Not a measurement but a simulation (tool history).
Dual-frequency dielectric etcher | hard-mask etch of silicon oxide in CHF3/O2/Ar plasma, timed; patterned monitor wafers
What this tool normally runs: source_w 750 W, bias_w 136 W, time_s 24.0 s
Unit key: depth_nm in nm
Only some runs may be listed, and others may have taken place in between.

| run | day | source_w | bias_w | time_s | wafers since the last listed run | hours since the last wet clean | hours since the last source power generator calibration | hours since the last bias power generator calibration | hours since the last upper electrode change | hours since the gauge calibration | read-back reference wafer on the same gauge, depth_nm | depth_nm |
|---|---|---|---|---|---|---|---|---|---|---|---|---|
| 1 | 0.000 | 750 | 136 | 24.0 | 0 | 365.3 | 2140.0 | 1314.0 | 4490.5 | 162.5 | 45.37 | 51.39 |
| 2 | 0.550 | 750 | 136 | 24.0 | 171 | 378.5 | 2153.2 | 1327.2 | 4503.7 | 175.7 | 45.41 | 51.44 |
| 3 | 1.079 | 750 | 111 | 24.0 | 165 | 391.2 | 2165.9 | 1339.9 | 4516.4 | 188.4 | 45.40 | 48.31 |
| 4 | 1.825 | 750 | 111 | 24.0 | 233 | 409.1 | 2183.8 | 1357.8 | 4534.3 | 206.3 | 45.43 | 48.36 |
| 5 | 2.562 | 750 | 136 | 24.0 | 230 | 426.8 | 2201.5 | 1375.5 | 4552.0 | 224.0 | 45.39 | 51.64 |
| 6 | 3.275 | 750 | 136 | 24.0 | 222 | 443.9 | 2218.6 | 1392.6 | 4569.1 | 241.1 | 45.40 | 51.56 |
| 7 | 4.021 | 750 | 136 | 24.0 | 233 | 461.8 | 2236.5 | 1410.5 | 4587.0 | 259.0 | 45.40 | 51.55 |
| 8 | 4.533 | 750 | 136 | 24.0 | 160 | 474.1 | 2248.8 | 1422.8 | 4599.3 | 271.3 | 45.40 | 51.57 |
|  | 4.938 | bias power generator calibrated |
| 9 | 4.958 | 660 | 136 | 24.0 | 80 | 484.3 | 2259.0 | 0.5 | 4609.5 | 281.5 | 45.37 | 49.30 |
| 10 | 5.158 | 660 | 136 | 24.0 | 62 | 489.1 | 2263.8 | 5.3 | 4614.3 | 286.3 | 45.40 | 49.23 |
| 11 | 5.900 | 660 | 136 | 24.0 | 231 | 506.9 | 2281.6 | 23.1 | 4632.1 | 304.1 | 45.39 | 49.28 |
| 12 | 6.604 | 750 | 136 | 24.0 | 220 | 523.8 | 2298.5 | 40.0 | 4649.0 | 321.0 | 45.39 | 51.88 |
| 13 | 6.988 | 750 | 136 | 24.0 | 119 | 533.0 | 2307.7 | 49.2 | 4658.2 | 330.2 | 45.40 | 51.77 |
|  | 7.942 | source power generator calibrated |
|  | 8.042 | wet clean of the chamber |
| 14 | 8.062 | 900 | 121 | 21.0 | 252 | 0.5 | 2.9 | 75.0 | 4684.0 | 356.0 | 45.39 | 45.58 |
| 15 | 8.079 | 810 | 136 | 24.0 | 5 | 0.9 | 3.3 | 75.4 | 4684.4 | 356.4 | 45.39 | 51.94 |
| 16 | 8.708 | 750 | 136 | 26.0 | 196 | 16.0 | 18.4 | 90.5 | 4699.5 | 371.5 | 45.41 | 54.62 |
| 17 | 9.379 | 750 | 102 | 28.5 | 209 | 32.1 | 34.5 | 106.6 | 4715.6 | 387.6 | 45.38 | 54.88 |
|  | 9.954 | gauge calibrated |
|  | 10.896 | upper electrode replaced |
| 18 | 10.917 | 750 | 127 | 24.0 | 168 | 69.0 | 71.4 | 143.5 | 0.5 | 23.1 | 45.38 | 49.44 |
| 19 | 12.221 | 750 | 136 | 26.0 | 407 | 100.3 | 102.7 | 174.8 | 31.8 | 54.4 | 45.39 | 54.81 |
| 20 | 12.517 | 750 | 136 | 28.5 | 92 | 107.4 | 109.8 | 181.9 | 38.9 | 61.5 | 45.41 | 60.07 |
| 21 | 13.150 | 880 | 108 | 30.5 | 198 | 122.6 | 125.0 | 197.1 | 54.1 | 76.7 | 45.39 | 63.62 |
| 22 | 14.583 | 700 | 151 | 24.0 | 448 | 157.0 | 159.4 | 231.5 | 88.5 | 111.1 | 45.41 | 51.19 |

Pick out some run-to-run changes in depth_nm. Of each, how much would a tool without hidden state show as well, from the settings, what came in and chance, and how much is left for the hidden state and any gauge scatter not in both results compared?
Unlogged tool condition in this case: etch rate over this chamber's usual, %; source power that arrives over what is set, %; bias power that arrives over what is set, %; gauge reads high (%).
Run 4 -> 5: bias_w 111 -> 136. depth_nm +3.28 nm: hidden state +0.11, all else +3.17.
Run 13 -> 14: source_w 750 -> 900, bias_w 136 -> 121, time_s 24.0 -> 21.0, source power generator calibrated, wet clean of the chamber. depth_nm -6.19 nm: hidden state -1.32, all else -4.87.
Run 14 -> 15: source_w 900 -> 810, bias_w 121 -> 136, time_s 21.0 -> 24.0. depth_nm +6.36 nm: hidden state +0.00, all else +6.36.
Run 21 -> 22: source_w 880 -> 700, bias_w 108 -> 151, time_s 30.5 -> 24.0. depth_nm -12.43 nm: hidden state +0.02, all else -12.45.
